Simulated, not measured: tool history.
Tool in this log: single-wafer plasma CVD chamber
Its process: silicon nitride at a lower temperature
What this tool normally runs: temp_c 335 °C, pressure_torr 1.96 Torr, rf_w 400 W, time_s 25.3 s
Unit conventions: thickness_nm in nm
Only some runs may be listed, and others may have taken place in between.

run,day,temp_c,pressure_torr,rf_w,time_s,wafers since the last listed run,hours since the last thermocouple change,hours since the last RF generator calibration,hours since the last manometer calibration,hours since the showerhead was replaced,hours since the gauge calibration,"read-back reference wafer on the same gauge, thickness_nm",thickness_nm
1,0,335,1.96,400,25.3,0,1552.6,529.9,122.7,4393.2,699.5,39.562,39.4
2,3.771,335,1.96,400,25.3,1364,1643.1,620.4,213.2,4483.7,790,39.601,39.178
3,5.45,335,1.96,400,25.3,607,1683.4,660.7,253.5,4524,830.3,39.613,39.1
4,8.188,335,1.96,370,26.3,990,1749.1,726.4,319.2,4589.7,896,39.578,38.111
# day 8.8: RF generator calibrated
5,10.896,335,1.96,370,26.3,859,1814.1,50.3,384.2,4654.7,961,39.588,39.307
6,13.562,335,1.96,370,26.3,965,1878.1,114.3,448.2,4718.7,1025,39.616,38.932
7,16.908,335,1.96,400,25.3,1210,1958.4,194.6,528.5,4799,1105.3,39.585,39.834
8,20.846,335,1.96,400,25.3,1425,2052.9,289.1,623,4893.5,1199.8,39.543,39.913
9,24.788,335,1.96,355,25.3,1426,2147.5,383.7,717.6,4988.1,1294.4,39.607,36.343
10,27.3,335,1.96,355,25.3,909,2207.8,444,777.9,5048.4,1354.7,39.641,36.071
11,31.592,335,1.96,400,25.3,1553,2310.8,547,880.9,5151.4,1457.7,39.583,39.154
12,35.312,335,1.96,400,25.3,1346,2400.1,636.3,970.2,5240.7,1547,39.603,39.237
# day 37.238: gauge calibrated
13,38.617,335,1.96,400,25.3,1195,2479.4,715.6,1049.5,5320,33.1,39.624,38.815
# day 41.354: RF generator calibrated
14,42.321,335,1.96,400,25.3,1219,2568.3,23.2,1138.4,5408.9,122,39.564,38.158
# day 45.108: capacitance manometer re-zeroed and calibrated
# day 45.404: thermocouple changed; heater temperature recalibrated
15,45.592,335,2.23,325,23.5,955,4.5,101.7,11.6,5487.4,200.5,39.651,31.716
16,48.55,341,2.11,400,25.3,1070,75.5,172.7,82.6,5558.4,271.5,39.612,39.484
17,52.442,335,1.96,400,22.3,1408,168.9,266.1,176,5651.8,364.9,39.621,33.582
# day 53.362: RF generator calibrated, repeated, since the last time left the tool worse
18,54.817,335,1.96,400,25.3,738,225.9,34.9,233,5708.8,421.9,39.57,39.926
19,58.229,335,1.96,400,22.4,1235,307.8,116.8,314.9,5790.7,503.8,39.653,35.264
20,61.638,335,2.29,430,25.3,1233,389.6,198.6,396.7,5872.5,585.6,39.643,44.437
21,63.608,335,2.44,400,25.3,713,436.9,245.9,444,5919.8,632.9,39.629,43.156
22,68.033,327,2.42,435,23.2,1601,543.1,352.1,550.2,6026,739.1,39.57,42.019
# day 68.896: showerhead replaced
23,71.225,335,1.96,400,25.3,1034,619.7,428.7,626.8,55.9,815.7,39.563,39.589
24,73.392,335,1.96,400,25.3,784,671.7,480.7,678.8,107.9,867.7,39.578,39.335
25,75.112,335,1.96,400,25.3,622,713,522,720.1,149.2,909,39.617,39.373
26,78.925,335,1.96,400,25.3,1379,804.5,613.5,811.6,240.7,1000.5,39.585,39.294
27,82.617,326,2.31,400,25.3,1336,893.1,702.1,900.2,329.3,1089.1,39.631,41.706
28,88,335,2.12,400,25.3,1948,1022.3,831.3,1029.4,458.5,1218.3,39.591,39.85
29,89.929,335,1.96,400,25.3,698,1068.6,877.6,1075.7,504.8,1264.6,39.553,38.639

Here are 3 independent what-if runs from the current tool condition. What would each one return?
A,89.946,335,1.96,400,25.3,6,1069,878,1076.1,505.2,1265,?,?
B,89.946,344,1.96,460,20.9,6,1069,878,1076.1,505.2,1265,?,?
C,89.946,341,2.24,355,21.9,6,1069,878,1076.1,505.2,1265,?,?

run,"read-back reference wafer on the same gauge, thickness_nm",thickness_nm
A,39.636,38.436
B,39.636,34.923
C,39.636,32.076
With no hidden state in the tool, these same runs would have given:
run,thickness_nm
A,39.782
B,36.102
C,33.238

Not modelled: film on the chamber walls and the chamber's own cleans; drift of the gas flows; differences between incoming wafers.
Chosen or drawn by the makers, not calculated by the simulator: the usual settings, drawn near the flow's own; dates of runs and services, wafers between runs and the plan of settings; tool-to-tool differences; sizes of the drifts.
